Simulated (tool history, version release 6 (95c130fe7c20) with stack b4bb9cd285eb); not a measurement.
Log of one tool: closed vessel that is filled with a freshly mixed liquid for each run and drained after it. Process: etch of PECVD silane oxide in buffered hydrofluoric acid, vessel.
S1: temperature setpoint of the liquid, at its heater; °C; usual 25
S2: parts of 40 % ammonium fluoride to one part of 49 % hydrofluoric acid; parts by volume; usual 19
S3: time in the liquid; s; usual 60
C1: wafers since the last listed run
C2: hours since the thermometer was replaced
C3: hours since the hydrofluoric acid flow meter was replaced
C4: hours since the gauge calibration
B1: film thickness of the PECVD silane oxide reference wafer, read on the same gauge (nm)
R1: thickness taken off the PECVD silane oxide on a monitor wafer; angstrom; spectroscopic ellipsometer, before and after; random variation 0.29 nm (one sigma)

run 1 day=0 | S1=25 S2=19 S3=60 | C1=0 C2=833.7 C3=630.6 C4=313.7 | B1=59.68 | R1=798.1
run 2 day=2.921 | S1=25 S2=19 S3=60 | C1=8563 C2=903.8 C3=700.7 C4=383.8 | B1=59.56 | R1=793.4
run 3 day=6.65 | S1=22 S2=19 S3=60 | C1=10933 C2=993.3 C3=790.2 C4=473.3 | B1=59.43 | R1=667.6
run 4 day=8.446 | S1=25 S2=14 S3=60 | C1=5265 C2=1036.4 C3=833.3 C4=516.4 | B1=59.31 | R1=1064.7
run 5 day=10.717 | S1=25 S2=19 S3=60 | C1=6658 C2=1090.9 C3=887.8 C4=570.9 | B1=59.19 | R1=785.9
run 6 day=12.483 | S1=25 S2=19 S3=60 | C1=5179 C2=1133.3 C3=930.2 C4=613.3 | B1=59.04 | R1=784.4
run 7 day=14.225 | S1=25 S2=19 S3=60 | C1=5106 C2=1175.1 C3=972 C4=655.1 | B1=58.95 | R1=779
run 8 day=17.642 | S1=25 S2=19 S3=60 | C1=10017 C2=1257.1 C3=1054 C4=737.1 | B1=58.68 | R1=781.6
run 9 day=20.208 | S1=25 S2=19 S3=60 | C1=7525 C2=1318.7 C3=1115.6 C4=798.7 | B1=58.43 | R1=775.3
run 10 day=22.042 | S1=29.5 S2=23.5 S3=40 | C1=5375 C2=1362.7 C3=1159.6 C4=842.7 | B1=58.25 | R1=557
run 11 day=23.579 | S1=27 S2=19 S3=40 | C1=4507 C2=1399.6 C3=1196.5 C4=879.6 | B1=58.11 | R1=570.6
-- day=25.871 thermometer replaced
run 12 day=26.696 | S1=21 S2=23.5 S3=40 | C1=9015 C2=19.8 C3=1271.3 C4=954.4 | B1=57.77 | R1=348.9
run 13 day=28.458 | S1=28 S2=21 S3=40 | C1=5167 C2=62.1 C3=1313.6 C4=996.7 | B1=57.57 | R1=553.4
-- day=28.967 hydrofluoric acid flow meter replaced
run 14 day=31.762 | S1=28 S2=15.5 S3=90 | C1=9565 C2=141.4 C3=67.1 C4=1076 | B1=57.18 | R1=1635
-- day=32.812 gauge calibrated
run 15 day=35.467 | S1=26.5 S2=19 S3=60 | C1=10860 C2=230.3 C3=156 C4=63.7 | B1=60.1 | R1=874.9
run 16 day=39.846 | S1=25 S2=19 S3=60 | C1=12839 C2=335.4 C3=261.1 C4=168.8 | B1=60.08 | R1=802.9

Run 17 comes next. What will it give?
run 17 day=43.638 | S1=25 S2=19 S3=45 | C1=11117 C2=426.4 C3=352.1 C4=259.8 | B1=? | R1=?

Run 17 gave B1 60, R1 597.2 angstrom.
Without the tool's hidden state the same run would have given R1 597.4 angstrom.
